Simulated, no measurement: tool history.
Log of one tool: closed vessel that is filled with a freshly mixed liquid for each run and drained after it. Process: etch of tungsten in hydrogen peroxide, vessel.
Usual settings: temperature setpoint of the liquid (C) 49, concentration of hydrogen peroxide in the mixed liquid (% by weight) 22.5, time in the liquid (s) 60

run	hour	temperature setpoint of the liquid (C)	concentration of hydrogen peroxide in the mixed liquid (% by weight)	time in the liquid (s)	read-back film thickness of the tungsten reference wafer, read on the same gauge (nm)	thickness taken off the tungsten on a monitor wafer (Å)
1	0	49	22.5	60	89.99	1213.3
2	7.4	52.5	22.5	85	89.97	2107.7
3	24.8	52.5	22.5	85	90.02	2114.1
4	32	52.5	22.5	85	90	2121.1
5	42.2	49	22.5	60	90.01	1212.8
# hour 44.2: thermometer replaced
6	58.1	49	22.5	60	89.99	1010.2
7	70.7	49	22.5	60	90.01	1014.9
8	80.1	49	22.5	60	90.01	1003.9
9	86.4	49	22.5	60	90.02	993.2
10	99.5	49	22.5	60	90	1009.7
11	106.6	49	22.5	60	90	1011.8
# hour 124.7: peroxide flow meter replaced
12	128.1	49	22.5	80	90.03	1340.7
13	135.5	57	28.5	30	90.01	910.2
# hour 142: new drum of peroxide connected
14	147.1	49	22.5	45	90	785.6
15	163.3	49	19.5	30	90.01	486.7
16	178.9	55	29	60	89.99	1722.1
17	192.9	49	22.5	30	90.03	520.6
# hour 204.2: gauge calibrated
18	205.6	49	27.5	60	89.98	1148.8
19	218.9	57.5	22.5	60	90.02	1740.4
20	231.9	49	22.5	60	90	1040.1
21	246.7	49	22.5	60	90	1048.5
22	256.3	49	29	60	90	1186.1
23	264.5	49	22.5	60	89.96	1049.1
24	280.9	49	22.5	60	90.02	1048.7
25	287.1	49	22.5	60	89.98	1038.7
26	302.7	45	17.5	45	89.99	535.7
27	309	56	22.5	60	89.96	1583.1
28	326.1	49	18	70	90.02	1091.7

Forecast run 29:
29	339.7	42.5	22.5	60	?	?

{"run 29": {"read-back film thickness of the tungsten reference wafer, read on the same gauge (nm)": 90.02, "thickness taken off the tungsten on a monitor wafer (Å)": 696}}
Without the tool's hidden state the same run would have given thickness taken off the tungsten on a monitor wafer (Å) 696.

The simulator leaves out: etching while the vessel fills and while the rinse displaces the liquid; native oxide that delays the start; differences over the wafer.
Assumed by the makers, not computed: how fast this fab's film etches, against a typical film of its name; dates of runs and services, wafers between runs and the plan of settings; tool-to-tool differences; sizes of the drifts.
